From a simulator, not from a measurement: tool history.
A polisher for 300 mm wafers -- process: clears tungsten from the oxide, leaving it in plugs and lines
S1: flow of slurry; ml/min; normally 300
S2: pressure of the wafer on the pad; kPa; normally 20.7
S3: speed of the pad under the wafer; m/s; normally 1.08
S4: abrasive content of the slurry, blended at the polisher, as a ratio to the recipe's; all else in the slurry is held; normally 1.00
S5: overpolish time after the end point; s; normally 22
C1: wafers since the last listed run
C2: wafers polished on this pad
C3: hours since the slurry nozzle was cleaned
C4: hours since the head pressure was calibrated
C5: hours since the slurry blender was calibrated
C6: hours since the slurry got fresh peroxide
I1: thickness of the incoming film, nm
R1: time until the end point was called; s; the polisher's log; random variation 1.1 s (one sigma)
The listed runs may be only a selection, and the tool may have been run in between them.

run     day   S1    S2    S3    S4  S5    C1    C2     C3      C4     C5     C6     I1    R1
  1   0.000  300  24.1  1.08  1.00  22     0   224   82.2   666.4  353.8   96.3  273.2  59.0
      0.746  -- slurry blender recalibrated
  2   2.092  300  24.1  1.08  1.00  22   385   610  132.4   716.6   32.3  146.5  270.3  57.9
  3   4.746  300  20.7  1.08  1.00  22   509  1120  196.1   780.3   96.0  210.2  268.2  66.3
  4   6.450  300  20.7  1.08  1.00  22   327  1447  237.0   821.2  136.9  251.1  269.2  63.7
      9.200  -- slurry tank refilled with fresh slurry and peroxide
  5   9.250  300  20.7  1.08  1.00  22   529  1977  304.2   888.4  204.1    1.2  271.3  66.4
      9.908  -- slurry nozzle cleaned
  6  11.125  300  20.7  1.08  1.00  22   352  2329   29.2   933.4  249.1   46.2  272.1  67.3
     13.079  -- worn pad replaced by a new one
  7  13.888  300  20.7  1.08  1.00  22   498   155   95.5   999.7  315.4  112.5  270.5  65.6
     14.688  -- slurry blender recalibrated
  8  15.408  300  20.7  1.08  1.00  22   276   431  132.0  1036.2   17.3  149.0  268.8  64.1
  9  17.183  300  20.7  1.08  1.00  22   340   772  174.6  1078.8   59.9  191.6  270.2  66.6
 10  19.675  300  20.7  1.08  1.00  22   478  1251  234.4  1138.6  119.7  251.4  267.6  65.4
     21.442  -- head pressure recalibrated
     21.521  -- slurry tank refilled with fresh slurry and peroxide
     21.817  -- slurry nozzle cleaned
 11  22.212  300  20.7  1.08  1.00  22   455  1706    9.5    18.5  180.6   16.6  265.0  73.2
     27.400  -- slurry blender recalibrated
     27.954  -- worn pad replaced by a new one
 12  29.371  300  20.7  1.08  1.00  22  1327   271  181.3   190.3   47.3  188.4  271.4  70.8
 13  32.912  300  20.7  0.74  1.00  13   680   952  266.3   275.3  132.3  273.4  274.6  86.0
     34.579  -- slurry tank refilled with fresh slurry and peroxide
 14  34.925  360  18.6  1.08  0.85  22   378  1330  314.6   323.6  180.6    8.3  269.8  76.9
     35.158  -- slurry nozzle cleaned
     40.338  -- slurry blender recalibrated
     41.025  -- worn pad replaced by a new one
 15  43.483  300  26.9  1.08  1.00  22  1588   472  199.8   529.0   75.5  213.7  267.1  51.5
 16  45.029  300  25.5  1.08  1.00  25   296   769  236.9   566.1  112.6  250.8  265.7  54.4
 17  46.504  380  20.7  1.42  1.00  18   283  1052  272.3   601.5  148.0  286.2  269.6  55.4
     47.842  -- slurry tank refilled with fresh slurry and peroxide
 18  49.350  300  25.5  1.26  1.00  22   538  1591  340.6   669.8  216.3   36.2  273.9  49.8
     49.762  -- slurry nozzle cleaned
     54.167  -- slurry blender recalibrated
     55.367  -- worn pad replaced by a new one
 19  56.308  300  20.7  1.08  0.80  33  1280   181  157.1   836.8   51.4  203.2  271.8  68.8
 20  57.321  300  14.5  1.24  1.00  22   194   375  181.4   861.1   75.7  227.5  268.7  85.0
 21  58.475  355  20.7  1.08  0.75  22   221   597  209.1   888.8  103.4  255.2  267.6  66.9
 22  61.046  300  17.2  1.08  1.00  28   493  1091  270.8   950.5  165.1  316.9  270.7  81.8
     61.162  -- slurry tank refilled with fresh slurry and peroxide
     61.658  -- slurry nozzle cleaned
 23  62.054  300  20.7  1.24  1.00  12   177  1268    9.5   974.7  189.3   21.4  273.3  60.8

Predict the results of run 24:
 24  63.483  300  20.7  1.08  1.00  22  274  1543  43.8  1009.0  223.6  55.7  271.5   ?

Run 24 came out at R1 65.9 s.
Take away the tool's hidden state, keep the run-to-run variation as it was, and the same run would have given R1 73.5 s.
